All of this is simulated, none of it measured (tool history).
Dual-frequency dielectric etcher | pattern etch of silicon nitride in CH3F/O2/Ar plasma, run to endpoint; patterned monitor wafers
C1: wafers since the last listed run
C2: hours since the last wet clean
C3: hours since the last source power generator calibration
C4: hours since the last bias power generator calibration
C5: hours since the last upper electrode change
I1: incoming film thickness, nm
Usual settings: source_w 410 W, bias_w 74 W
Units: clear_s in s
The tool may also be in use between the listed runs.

run 1 hour=0 | source_w=410 bias_w=74 | C1=0 C2=4.3 C3=1864.6 C4=4178.8 C5=3520.4 | I1=31.26 | clear_s=44.4
run 2 hour=64.4 | source_w=490 bias_w=74 | C1=1068 C2=68.7 C3=1929 C4=4243.2 C5=3584.8 | I1=31.02 | clear_s=40.3
run 3 hour=116.3 | source_w=490 bias_w=74 | C1=860 C2=120.6 C3=1980.9 C4=4295.1 C5=3636.7 | I1=30.85 | clear_s=40.3
run 4 hour=155.1 | source_w=410 bias_w=74 | C1=643 C2=159.4 C3=2019.7 C4=4333.9 C5=3675.5 | I1=30.9 | clear_s=44.8
run 5 hour=205.9 | source_w=410 bias_w=74 | C1=842 C2=210.2 C3=2070.5 C4=4384.7 C5=3726.3 | I1=31.13 | clear_s=44.4
run 6 hour=261.1 | source_w=410 bias_w=74 | C1=915 C2=265.4 C3=2125.7 C4=4439.9 C5=3781.5 | I1=31.22 | clear_s=44.2
run 7 hour=327.9 | source_w=370 bias_w=74 | C1=1108 C2=332.2 C3=2192.5 C4=4506.7 C5=3848.3 | I1=31.48 | clear_s=47.3
run 8 hour=400.5 | source_w=370 bias_w=74 | C1=1204 C2=404.8 C3=2265.1 C4=4579.3 C5=3920.9 | I1=31.22 | clear_s=47.6
run 9 hour=456.8 | source_w=370 bias_w=74 | C1=933 C2=461.1 C3=2321.4 C4=4635.6 C5=3977.2 | I1=31.09 | clear_s=47.5
-- hour=571.7 wet clean of the chamber
run 10 hour=572.2 | source_w=410 bias_w=74 | C1=1516 C2=0.5 C3=2436.8 C4=4751 C5=4092.6 | I1=30.96 | clear_s=44.4
run 11 hour=617.8 | source_w=410 bias_w=74 | C1=756 C2=46.1 C3=2482.4 C4=4796.6 C5=4138.2 | I1=31.14 | clear_s=44.6
-- hour=649.4 bias power generator calibrated
run 12 hour=678.6 | source_w=460 bias_w=74 | C1=942 C2=106.9 C3=2543.2 C4=29.2 C5=4199 | I1=31.22 | clear_s=41.7
-- hour=762.5 source power generator calibrated
run 13 hour=763.5 | source_w=460 bias_w=74 | C1=1342 C2=191.8 C3=1 C4=114.1 C5=4283.9 | I1=31.14 | clear_s=40.4
run 14 hour=801.4 | source_w=460 bias_w=74 | C1=628 C2=229.7 C3=38.9 C4=152 C5=4321.8 | I1=31.21 | clear_s=40.4
run 15 hour=862.4 | source_w=340 bias_w=69 | C1=1011 C2=290.7 C3=99.9 C4=213 C5=4382.8 | I1=31 | clear_s=49.9
run 16 hour=908.9 | source_w=410 bias_w=74 | C1=771 C2=337.2 C3=146.4 C4=259.5 C5=4429.3 | I1=31.31 | clear_s=44.3
run 17 hour=966.5 | source_w=410 bias_w=74 | C1=955 C2=394.8 C3=204 C4=317.1 C5=4486.9 | I1=30.77 | clear_s=43
run 18 hour=1013.8 | source_w=440 bias_w=57 | C1=784 C2=442.1 C3=251.3 C4=364.4 C5=4534.2 | I1=30.86 | clear_s=45.2
run 19 hour=1077.4 | source_w=310 bias_w=68 | C1=1055 C2=505.7 C3=314.9 C4=428 C5=4597.8 | I1=31.22 | clear_s=54.3
-- hour=1140.9 wet clean of the chamber
run 20 hour=1148.6 | source_w=310 bias_w=56 | C1=783 C2=7.7 C3=386.1 C4=499.2 C5=4669 | I1=31.09 | clear_s=58
run 21 hour=1235.4 | source_w=460 bias_w=82 | C1=1439 C2=94.5 C3=472.9 C4=586 C5=4755.8 | I1=30.89 | clear_s=39.2
run 22 hour=1291 | source_w=460 bias_w=74 | C1=922 C2=150.1 C3=528.5 C4=641.6 C5=4811.4 | I1=30.87 | clear_s=41.2
run 23 hour=1390.3 | source_w=460 bias_w=74 | C1=1647 C2=249.4 C3=627.8 C4=740.9 C5=4910.7 | I1=31.07 | clear_s=41.2
run 24 hour=1454.7 | source_w=410 bias_w=74 | C1=1068 C2=313.8 C3=692.2 C4=805.3 C5=4975.1 | I1=31.03 | clear_s=43.9
-- hour=1630.5 wet clean of the chamber
run 25 hour=1712.1 | source_w=410 bias_w=89 | C1=3871 C2=81.6 C3=949.6 C4=1062.7 C5=5232.5 | I1=31.14 | clear_s=41.4
-- hour=1759 upper electrode replaced
run 26 hour=1784.2 | source_w=460 bias_w=86 | C1=797 C2=153.7 C3=1021.7 C4=1134.8 C5=25.2 | I1=30.92 | clear_s=38.7
run 27 hour=1887.2 | source_w=410 bias_w=85 | C1=1708 C2=256.7 C3=1124.7 C4=1237.8 C5=128.2 | I1=31.26 | clear_s=42.3
run 28 hour=1935.2 | source_w=350 bias_w=58 | C1=796 C2=304.7 C3=1172.7 C4=1285.8 C5=176.2 | I1=31.23 | clear_s=53.9
run 29 hour=2041.7 | source_w=410 bias_w=88 | C1=1766 C2=411.2 C3=1279.2 C4=1392.3 C5=282.7 | I1=31.35 | clear_s=41.4
run 30 hour=2091.1 | source_w=350 bias_w=56 | C1=819 C2=460.6 C3=1328.6 C4=1441.7 C5=332.1 | I1=31.12 | clear_s=54.6
run 31 hour=2142.5 | source_w=440 bias_w=74 | C1=852 C2=512 C3=1380 C4=1493.1 C5=383.5 | I1=31.26 | clear_s=42.5
-- hour=2240.5 wet clean of the chamber
run 32 hour=2241 | source_w=450 bias_w=74 | C1=1235 C2=0.5 C3=1478.5 C4=1591.6 C5=482 | I1=31.07 | clear_s=41.8
run 33 hour=2284 | source_w=480 bias_w=66 | C1=713 C2=43.5 C3=1521.5 C4=1634.6 C5=525 | I1=31.36 | clear_s=43.2
run 34 hour=2348.6 | source_w=380 bias_w=81 | C1=1071 C2=108.1 C3=1586.1 C4=1699.2 C5=589.6 | I1=30.96 | clear_s=44.2
run 35 hour=2408 | source_w=380 bias_w=86 | C1=985 C2=167.5 C3=1645.5 C4=1758.6 C5=649 | I1=31.12 | clear_s=43.7
run 36 hour=2512.1 | source_w=460 bias_w=69 | C1=1726 C2=271.6 C3=1749.6 C4=1862.7 C5=753.1 | I1=31.41 | clear_s=43.4

The same runs without the tool's hidden state, with the same run-to-run variation:
The hidden state here: etch rate over this chamber's usual, %; source power that arrives over what is set, %; bias power that arrives over what is set, %.
run=1 clear_s=43.2
run=2 clear_s=39.1
run=3 clear_s=39.1
run=4 clear_s=43.5
run=5 clear_s=43.1
run=6 clear_s=42.9
run=7 clear_s=45.9
run=8 clear_s=46.2
run=9 clear_s=46.1
run=10 clear_s=43
run=11 clear_s=43.3
run=12 clear_s=40.4
run=13 clear_s=40.3
run=14 clear_s=40.2
run=15 clear_s=49.6
run=16 clear_s=44
run=17 clear_s=42.6
run=18 clear_s=44.7
run=19 clear_s=53.7
run=20 clear_s=57.3
run=21 clear_s=38.6
run=22 clear_s=40.5
run=23 clear_s=40.5
run=24 clear_s=43.1
run=25 clear_s=40.5
run=26 clear_s=37.8
run=27 clear_s=41.2
run=28 clear_s=52.5
run=29 clear_s=40.3
run=30 clear_s=53.2
run=31 clear_s=41.4
run=32 clear_s=40.6
run=33 clear_s=42
run=34 clear_s=43
run=35 clear_s=42.5
run=36 clear_s=42.1
